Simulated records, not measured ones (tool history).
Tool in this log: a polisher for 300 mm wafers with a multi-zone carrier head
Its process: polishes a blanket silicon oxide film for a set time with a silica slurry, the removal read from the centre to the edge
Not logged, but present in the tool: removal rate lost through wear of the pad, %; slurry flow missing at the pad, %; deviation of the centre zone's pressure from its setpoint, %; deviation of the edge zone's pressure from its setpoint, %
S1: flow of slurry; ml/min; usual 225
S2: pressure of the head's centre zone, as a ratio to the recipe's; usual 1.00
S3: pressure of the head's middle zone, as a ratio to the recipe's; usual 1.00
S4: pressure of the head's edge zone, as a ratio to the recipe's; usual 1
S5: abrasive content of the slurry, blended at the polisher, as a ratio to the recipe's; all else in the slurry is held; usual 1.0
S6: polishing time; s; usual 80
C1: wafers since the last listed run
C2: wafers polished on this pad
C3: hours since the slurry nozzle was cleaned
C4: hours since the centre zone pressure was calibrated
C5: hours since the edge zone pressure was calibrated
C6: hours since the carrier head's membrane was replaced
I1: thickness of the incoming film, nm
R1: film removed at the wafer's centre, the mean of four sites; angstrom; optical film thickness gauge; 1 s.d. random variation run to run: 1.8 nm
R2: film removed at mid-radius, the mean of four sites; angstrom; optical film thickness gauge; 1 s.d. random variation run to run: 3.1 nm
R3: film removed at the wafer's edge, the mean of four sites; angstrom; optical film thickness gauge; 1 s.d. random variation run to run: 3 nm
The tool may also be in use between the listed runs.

| run | hour | S1 | S2 | S3 | S4 | S5 | S6 | C1 | C2 | C3 | C4 | C5 | C6 | I1 | R1 | R2 | R3 |
|---|---|---|---|---|---|---|---|---|---|---|---|---|---|---|---|---|---|
| 1 | 0.0 | 280 | 1.00 | 1.00 | 1 | 1.0 | 80 | 0 | 1015 | 352.2 | 74.3 | 647.7 | 1041.3 | 1743.9 | 2349 | 2347 | 2335 |
| 2 | 59.3 | 225 | 1.00 | 1.00 | 1 | 1.0 | 80 | 536 | 1551 | 411.5 | 133.6 | 707.0 | 1100.6 | 1693.1 | 2234 | 2296 | 2296 |
| 3 | 104.5 | 300 | 1.00 | 1.00 | 1 | 1.2 | 80 | 408 | 1960 | 456.7 | 178.8 | 752.2 | 1145.8 | 1717.4 | 2596 | 2579 | 2538 |
| 4 | 132.3 | 225 | 1.00 | 0.92 | 1 | 1.0 | 64 | 251 | 2211 | 484.5 | 206.6 | 780.0 | 1173.6 | 1739.0 | 1800 | 1703 | 1834 |
|  | 175.0 | edge zone pressure recalibrated |
| 5 | 194.5 | 175 | 1.00 | 0.89 | 1 | 1.0 | 80 | 544 | 2756 | 546.7 | 268.8 | 19.5 | 1235.8 | 1706.3 | 2074 | 1938 | 2199 |
|  | 230.1 | worn pad replaced by a new one |
| 6 | 260.1 | 300 | 1.00 | 1.00 | 1 | 1.0 | 80 | 557 | 271 | 612.3 | 334.4 | 85.1 | 1301.4 | 1694.5 | 2311 | 2294 | 2328 |
|  | 291.9 | carrier head's membrane replaced by a new one, of another model than before |
| 7 | 322.4 | 225 | 0.97 | 1.00 | 1 | 1.1 | 80 | 518 | 789 | 674.6 | 396.7 | 147.4 | 30.5 | 1717.0 | 2195 | 2298 | 2358 |
|  | 333.0 | slurry nozzle cleaned |
| 8 | 358.3 | 225 | 1.00 | 1.10 | 1 | 1.0 | 64 | 315 | 1105 | 25.3 | 432.6 | 183.3 | 66.4 | 1715.2 | 1839 | 1996 | 1822 |
| 9 | 409.8 | 265 | 1.00 | 1.00 | 1 | 1.0 | 80 | 465 | 1571 | 76.8 | 484.1 | 234.8 | 117.9 | 1711.7 | 2305 | 2366 | 2389 |
| 10 | 437.7 | 225 | 1.00 | 1.11 | 1 | 1.1 | 80 | 252 | 1823 | 104.7 | 512.0 | 262.7 | 145.8 | 1730.2 | 2398 | 2645 | 2405 |
| 11 | 490.8 | 225 | 1.00 | 1.00 | 1 | 1.0 | 80 | 480 | 2303 | 157.8 | 565.1 | 315.8 | 198.9 | 1740.5 | 2317 | 2299 | 2325 |
| 12 | 549.1 | 225 | 1.07 | 1.00 | 1 | 1.0 | 80 | 527 | 2831 | 216.1 | 623.4 | 374.1 | 257.2 | 1720.2 | 2332 | 2301 | 2298 |
| 13 | 594.0 | 270 | 1.00 | 1.00 | 1 | 1.0 | 80 | 406 | 3237 | 261.0 | 668.3 | 419.0 | 302.1 | 1729.2 | 2358 | 2352 | 2356 |

The next listed run, before its measurement:
|  | 633.4 | worn pad replaced by a new one |
| 14 | 633.9 | 155 | 1.00 | 1.00 | 1 | 1.0 | 80 | 324 | 4 | 300.9 | 708.2 | 458.9 | 342.0 | 1738.3 | ? | ? | ? |

R1: 2095 angstrom
R2: 2142 angstrom
R3: 2194 angstrom
With no hidden state in the tool, this same run would have given R1 2150 angstrom, R2 2191 angstrom, R3 2231 angstrom.
